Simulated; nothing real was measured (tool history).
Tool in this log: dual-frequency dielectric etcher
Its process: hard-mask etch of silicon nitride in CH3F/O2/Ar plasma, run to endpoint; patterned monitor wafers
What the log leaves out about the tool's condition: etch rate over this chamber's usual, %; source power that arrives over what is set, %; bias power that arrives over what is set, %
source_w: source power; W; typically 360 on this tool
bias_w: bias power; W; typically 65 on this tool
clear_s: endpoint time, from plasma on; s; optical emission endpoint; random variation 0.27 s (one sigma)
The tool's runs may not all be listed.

run   hour  source_w  bias_w  wafers since the last listed run  hours since the last wet clean  hours since the last source power generator calibration  hours since the last bias power generator calibration  hours since the last upper electrode change  incoming incoming film thickness, nm  clear_s
  1      0       310      65                                 0                           323.5                                                   2278.7                                                 2798.6                                       2955.9                                 44.05     66.7
  2   15.9       310      65                               236                           339.4                                                   2294.6                                                 2814.5                                       2971.8                                 43.66     66.3
  3   28.2       360      65                               182                           351.7                                                   2306.9                                                 2826.8                                       2984.1                                 43.79     60.2
  4   35.9       360      65                               114                           359.4                                                   2314.6                                                 2834.5                                       2991.8                                 43.99     60.4
  5   50.2       360      65                               212                           373.7                                                   2328.9                                                 2848.8                                       3006.1                                 44.04     60.7
  6   63.5       360      65                               197                             387                                                   2342.2                                                 2862.1                                       3019.4                                 43.68       60
  7   73.3       310      70                               145                           396.8                                                     2352                                                 2871.9                                       3029.2                                 43.69     63.9
  8   87.9       310      70                               217                           411.4                                                   2366.6                                                 2886.5                                       3043.8                                 43.75     63.3
  9   96.2       390      65                               123                           419.7                                                   2374.9                                                 2894.8                                       3052.1                                 43.94     57.6
 10  104.9       390      65                               129                           428.4                                                   2383.6                                                 2903.5                                       3060.8                                  43.2     56.2
     122.7  -- source power generator calibrated
 11  123.2       270      58                               212                           446.7                                                      0.5                                                 2921.8                                       3079.1                                 42.96     73.1
 12    140       360      65                               249                           463.5                                                     17.3                                                 2938.6                                       3095.9                                    44     59.8
     169.5  -- wet clean of the chamber
     175.3  -- bias power generator calibrated
     180.4  -- upper electrode replaced
 13  180.9       310      75                               115                            11.4                                                     58.2                                                    5.6                                          0.5                                    44     64.9
 14  181.3       440      58                                 5                            11.8                                                     58.6                                                      6                                          0.9                                 44.31     58.7
 15  181.6       360      65                                 4                            12.1                                                     58.9                                                    6.3                                          1.2                                 43.36     61.8
 16  185.8       410      59                                62                            16.3                                                     63.1                                                   10.5                                          5.4                                 43.65     60.3
 17  192.3       320      60                                96                            22.8                                                     69.6                                                     17                                         11.9                                 43.99     69.4
 18  203.3       360      65                               163                            33.8                                                     80.6                                                     28                                         22.9                                  43.4     61.9
 19  212.4       310      65                               135                            42.9                                                     89.7                                                   37.1                                           32                                 43.91     69.2
 20  219.3       360      73                               102                            49.8                                                     96.6                                                     44                                         38.9                                 43.68     59.2
 21  226.8       400      58                               111                            57.3                                                    104.1                                                   51.5                                         46.4                                 43.73     61.2

5 ways to go on from here, each from the tool as it stands after run 21. What would each give?
  A  227.2       360      80                                 5                            57.7                                                    104.5                                                   51.9                                         46.8                                 42.98        ?
  B  227.2       420      73                                 5                            57.7                                                    104.5                                                   51.9                                         46.8                                 42.98        ?
  C  227.2       420      50                                 5                            57.7                                                    104.5                                                   51.9                                         46.8                                 42.98        ?
  D  227.2       360      71                                 5                            57.7                                                    104.5                                                   51.9                                         46.8                                 42.98        ?
  E  227.2       440      76                                 5                            57.7                                                    104.5                                                   51.9                                         46.8                                 42.98        ?

run  clear_s
  A     56.2
  B     53.4
  C       61
  D     58.8
  E     51.4
With the hidden condition removed and each run's random variation left untouched, the same runs would have given:
run  clear_s
  A     56.2
  B     53.4
  C       61
  D     58.8
  E     51.4

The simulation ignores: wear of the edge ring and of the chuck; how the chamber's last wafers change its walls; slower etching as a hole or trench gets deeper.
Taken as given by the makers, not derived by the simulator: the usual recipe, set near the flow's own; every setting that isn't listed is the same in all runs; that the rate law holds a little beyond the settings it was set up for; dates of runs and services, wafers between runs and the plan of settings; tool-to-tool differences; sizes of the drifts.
